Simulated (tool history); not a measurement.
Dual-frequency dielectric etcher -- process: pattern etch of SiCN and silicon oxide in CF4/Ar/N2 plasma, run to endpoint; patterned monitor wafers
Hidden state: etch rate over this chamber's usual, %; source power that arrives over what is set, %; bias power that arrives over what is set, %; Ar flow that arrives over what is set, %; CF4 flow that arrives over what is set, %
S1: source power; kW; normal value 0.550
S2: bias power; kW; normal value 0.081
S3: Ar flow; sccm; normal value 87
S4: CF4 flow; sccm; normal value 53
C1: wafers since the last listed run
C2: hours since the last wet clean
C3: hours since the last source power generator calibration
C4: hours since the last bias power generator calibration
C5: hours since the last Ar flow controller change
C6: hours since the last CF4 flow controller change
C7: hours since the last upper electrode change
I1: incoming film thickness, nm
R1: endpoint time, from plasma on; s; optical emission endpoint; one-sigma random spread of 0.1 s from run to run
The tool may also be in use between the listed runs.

Run 1, day 0.000: usual settings but S1 0.580 kW; C1 0; C2 181.2; C3 3877.2; C4 2760.3; C5 3097.0; C6 1843.0; C7 1598.4; I1 17.91. Result: R1 16.2 s.
Run 2, day 3.992: usual settings; C1 1255; C2 277.0; C3 3973.0; C4 2856.1; C5 3192.8; C6 1938.8; C7 1694.2; I1 17.50. Result: R1 16.3 s.
At day 6.354: source power generator calibrated.
Run 3, day 7.704: usual settings; C1 1115; C2 366.1; C3 32.4; C4 2945.2; C5 3281.9; C6 2027.9; C7 1783.3; I1 17.97. Result: R1 16.2 s.
Run 4, day 10.588: usual settings; C1 907; C2 435.3; C3 101.6; C4 3014.4; C5 3351.1; C6 2097.1; C7 1852.5; I1 17.86. Result: R1 16.2 s.
At day 13.850: wet clean of the chamber.
Run 5, day 13.871: usual settings; C1 718; C2 0.5; C3 180.4; C4 3093.2; C5 3429.9; C6 2175.9; C7 1931.3; I1 17.98. Result: R1 16.6 s.
Run 6, day 15.758: usual settings; C1 593; C2 45.8; C3 225.7; C4 3138.5; C5 3475.2; C6 2221.2; C7 1976.6; I1 17.78. Result: R1 16.4 s.
Run 7, day 19.312: usual settings but S2 0.089 kW, S3 94 sccm; C1 1118; C2 131.1; C3 311.0; C4 3223.8; C5 3560.5; C6 2306.5; C7 2061.9; I1 17.80. Result: R1 16.3 s.
Run 8, day 21.096: usual settings; C1 561; C2 173.9; C3 353.8; C4 3266.6; C5 3603.3; C6 2349.3; C7 2104.7; I1 17.57. Result: R1 16.1 s.
Run 9, day 23.367: usual settings but S3 97 sccm, S4 46 sccm; C1 714; C2 228.4; C3 408.3; C4 3321.1; C5 3657.8; C6 2403.8; C7 2159.2; I1 17.90. Result: R1 16.8 s.
At day 24.275: Ar flow controller replaced.
Run 10, day 29.717: usual settings but S1 0.670 kW, S3 76 sccm, S4 61 sccm; C1 1919; C2 380.8; C3 560.7; C4 3473.5; C5 130.6; C6 2556.2; C7 2311.6; I1 17.80. Result: R1 12.9 s.
Run 11, day 32.421: usual settings but S2 0.097 kW; C1 850; C2 445.7; C3 625.6; C4 3538.4; C5 195.5; C6 2621.1; C7 2376.5; I1 17.87. Result: R1 15.5 s.
At day 33.750: wet clean of the chamber.
At day 34.867: upper electrode replaced.
Run 12, day 34.888: usual settings but S1 0.450 kW, S2 0.065 kW, S3 69 sccm, S4 62 sccm; C1 146; C2 27.3; C3 684.8; C4 3597.6; C5 254.7; C6 2680.3; C7 0.5; I1 17.74. Result: R1 19.6 s.
Run 13, day 35.892: usual settings; C1 315; C2 51.4; C3 708.9; C4 3621.7; C5 278.8; C6 2704.4; C7 24.6; I1 17.70. Result: R1 16.3 s.
At day 36.954: CF4 flow controller replaced.
Run 14, day 38.088: usual settings but S2 0.075 kW, S3 97 sccm; C1 612; C2 104.1; C3 761.6; C4 3674.4; C5 331.5; C6 27.2; C7 77.3; I1 17.77. Result: R1 16.8 s.
Run 15, day 40.479: usual settings; C1 752; C2 161.5; C3 819.0; C4 3731.8; C5 388.9; C6 84.6; C7 134.7; I1 17.93. Result: R1 16.3 s.
Run 16, day 42.900: usual settings but S4 63 sccm; C1 761; C2 219.6; C3 877.1; C4 3789.9; C5 447.0; C6 142.7; C7 192.8; I1 17.67. Result: R1 15.8 s.
Run 17, day 46.442: usual settings; C1 1114; C2 304.6; C3 962.1; C4 3874.9; C5 532.0; C6 227.7; C7 277.8; I1 17.79. Result: R1 16.1 s.
At day 50.812: bias power generator calibrated.
Run 18, day 50.833: usual settings but S1 0.500 kW, S2 0.072 kW, S3 106 sccm, S4 62 sccm; C1 1329; C2 410.0; C3 1067.5; C4 0.5; C5 637.4; C6 333.1; C7 383.2; I1 17.61. Result: R1 17.7 s.
Run 19, day 54.517: usual settings; C1 1158; C2 498.4; C3 1155.9; C4 88.9; C5 725.8; C6 421.5; C7 471.6; I1 17.68. Result: R1 15.8 s.
At day 57.979: wet clean of the chamber.
Run 20, day 58.000: usual settings but S3 77 sccm, S4 59 sccm; C1 781; C2 0.5; C3 1239.5; C4 172.5; C5 809.4; C6 505.1; C7 555.2; I1 17.90. Result: R1 16.3 s.
Run 21, day 62.258: usual settings but S2 0.064 kW; C1 1339; C2 102.7; C3 1341.7; C4 274.7; C5 911.6; C6 607.3; C7 657.4; I1 17.76. Result: R1 17.3 s.
Run 22, day 66.238: usual settings but S3 101 sccm; C1 1251; C2 198.2; C3 1437.2; C4 370.2; C5 1007.1; C6 702.8; C7 752.9; I1 17.74. Result: R1 16.4 s.
Run 23, day 67.867: usual settings; C1 512; C2 237.3; C3 1476.3; C4 409.3; C5 1046.2; C6 741.9; C7 792.0; I1 17.79. Result: R1 16.4 s.
Run 24, day 71.621: usual settings but S1 0.480 kW, S2 0.091 kW, S3 108 sccm; C1 1181; C2 327.4; C3 1566.4; C4 499.4; C5 1136.3; C6 832.0; C7 882.1; I1 17.88. Result: R1 18.4 s.
Run 25, day 75.354: usual settings but S1 0.630 kW, S3 65 sccm; C1 1174; C2 417.0; C3 1656.0; C4 589.0; C5 1225.9; C6 921.6; C7 971.7; I1 17.84. Result: R1 14.1 s.

3 options for the next run, each taken on its own from the tool as it stands now. Forecast them:
Run A, day 75.371: usual settings; C1 5; C2 417.4; C3 1656.4; C4 589.4; C5 1226.3; C6 922.0; C7 972.1; I1 17.79. Result: R1 ?.
Run B, day 75.371: usual settings but S1 0.680 kW, S2 0.073 kW, S3 97 sccm; C1 5; C2 417.4; C3 1656.4; C4 589.4; C5 1226.3; C6 922.0; C7 972.1; I1 17.79. Result: R1 ?.
Run C, day 75.371: usual settings but S1 0.650 kW, S2 0.095 kW, S3 95 sccm, S4 57 sccm; C1 5; C2 417.4; C3 1656.4; C4 589.4; C5 1226.3; C6 922.0; C7 972.1; I1 17.79. Result: R1 ?.

run    R1
  A  16.3
  B  13.8
  C  13.4
With no hidden state in the tool, these same runs would have given:
run    R1
  A  16.6
  B  14.1
  C  13.7
